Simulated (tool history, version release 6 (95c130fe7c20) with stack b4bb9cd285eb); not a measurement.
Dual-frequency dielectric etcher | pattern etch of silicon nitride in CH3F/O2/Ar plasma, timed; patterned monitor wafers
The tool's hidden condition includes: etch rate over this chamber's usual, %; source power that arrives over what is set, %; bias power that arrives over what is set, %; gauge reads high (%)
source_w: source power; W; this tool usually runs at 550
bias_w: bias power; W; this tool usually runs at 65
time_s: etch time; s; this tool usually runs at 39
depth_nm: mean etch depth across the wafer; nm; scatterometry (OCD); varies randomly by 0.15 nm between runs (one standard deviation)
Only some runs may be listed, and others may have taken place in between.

run,day,source_w,bias_w,time_s,wafers since the last listed run,hours since the last wet clean,hours since the last source power generator calibration,hours since the last bias power generator calibration,hours since the last upper electrode change,hours since the gauge calibration,"read-back reference wafer on the same gauge, depth_nm",depth_nm
1,0,550,70,33,0,273.3,2596.2,2668.3,3286.2,75,27.24,27.78
2,0.875,550,65,39,203,294.3,2617.2,2689.3,3307.2,96,27.25,32.16
3,1.7,550,65,39,192,314.1,2637,2709.1,3327,115.8,27.25,31.97
4,2.608,550,65,39,211,335.9,2658.8,2730.9,3348.8,137.6,27.29,32.09
5,3.633,650,65,39,238,360.5,2683.4,2755.5,3373.4,162.2,27.25,34.45
6,4.404,550,65,31,179,379,2701.9,2774,3391.9,180.7,27.28,25.46
7,7,550,65,41.5,604,441.3,2764.2,2836.3,3454.2,243,27.18,33.99
8,8.312,550,65,41.5,305,472.8,2795.7,2867.8,3485.7,274.5,27.14,34.14
9,9.225,550,65,41.5,212,494.7,2817.6,2889.7,3507.6,296.4,27.13,33.85
10,9.962,550,53,39,171,512.4,2835.3,2907.4,3525.3,314.1,27.11,30.13
11,11.408,550,53,39,336,547.1,2870,2942.1,3560,348.8,27.08,30.53
# day 12.767: upper electrode replaced
# day 13.783: wet clean of the chamber
12,13.804,550,65,39,92,0.5,2927.5,2999.6,24.9,406.3,26.88,31.61
13,13.817,660,61,39,2,0.8,2927.8,2999.9,25.2,406.6,26.95,33.96
14,13.829,430,51,34.5,2,1.1,2928.1,3000.2,25.5,406.9,27.01,23.51
15,14.633,550,59,50,187,20.4,2947.4,3019.5,44.8,426.2,26.95,39.76
16,15.158,420,74,43.5,122,33,2960,3032.1,57.4,438.8,26.94,32.27
17,16.138,590,58,39,228,56.5,2983.5,3055.6,80.9,462.3,26.86,31.78
18,16.654,420,54,30,120,68.9,2995.9,3068,93.3,474.7,26.83,20.6
# day 17.1: source power generator calibrated
# day 17.196: bias power generator calibrated
19,17.696,610,65,39,180,93.9,14.3,12,118.3,499.7,26.84,32.92
# day 17.758: gauge calibrated
20,18.567,550,65,39,202,114.8,35.2,32.9,139.2,19.4,27.29,32.01
21,19.729,550,65,42.5,270,142.7,63.1,60.8,167.1,47.3,27.27,35.01
22,20.638,550,65,39,211,164.5,84.9,82.6,188.9,69.1,27.31,32.17
23,22.042,550,73,32.5,327,198.2,118.6,116.3,222.6,102.8,27.27,27.62
24,23.15,670,65,46.5,258,224.8,145.2,142.9,249.2,129.4,27.32,42

How the hidden state differs across the entries between the runs, from the last listed run before each to the first after it:
After run 11, before run 12: upper electrode replaced (day 12.767); wet clean of the chamber (day 13.783)
  gauge reads high (%): -0.922 -> -1.23
  difference, measured minus the result without the unlogged condition, depth_nm: -0.29 -> -0.39 nm
After run 18, before run 19: source power generator calibrated (day 17.1); bias power generator calibrated (day 17.196)
  gauge reads high (%): -1.66 -> -1.84
  difference, measured minus the result without the unlogged condition, depth_nm: -0.35 -> -0.61 nm
After run 19, before run 20: gauge calibrated (day 17.758)
  gauge reads high (%): -1.84 -> -0.0172
  difference, measured minus the result without the unlogged condition, depth_nm: -0.61 -> +0 nm

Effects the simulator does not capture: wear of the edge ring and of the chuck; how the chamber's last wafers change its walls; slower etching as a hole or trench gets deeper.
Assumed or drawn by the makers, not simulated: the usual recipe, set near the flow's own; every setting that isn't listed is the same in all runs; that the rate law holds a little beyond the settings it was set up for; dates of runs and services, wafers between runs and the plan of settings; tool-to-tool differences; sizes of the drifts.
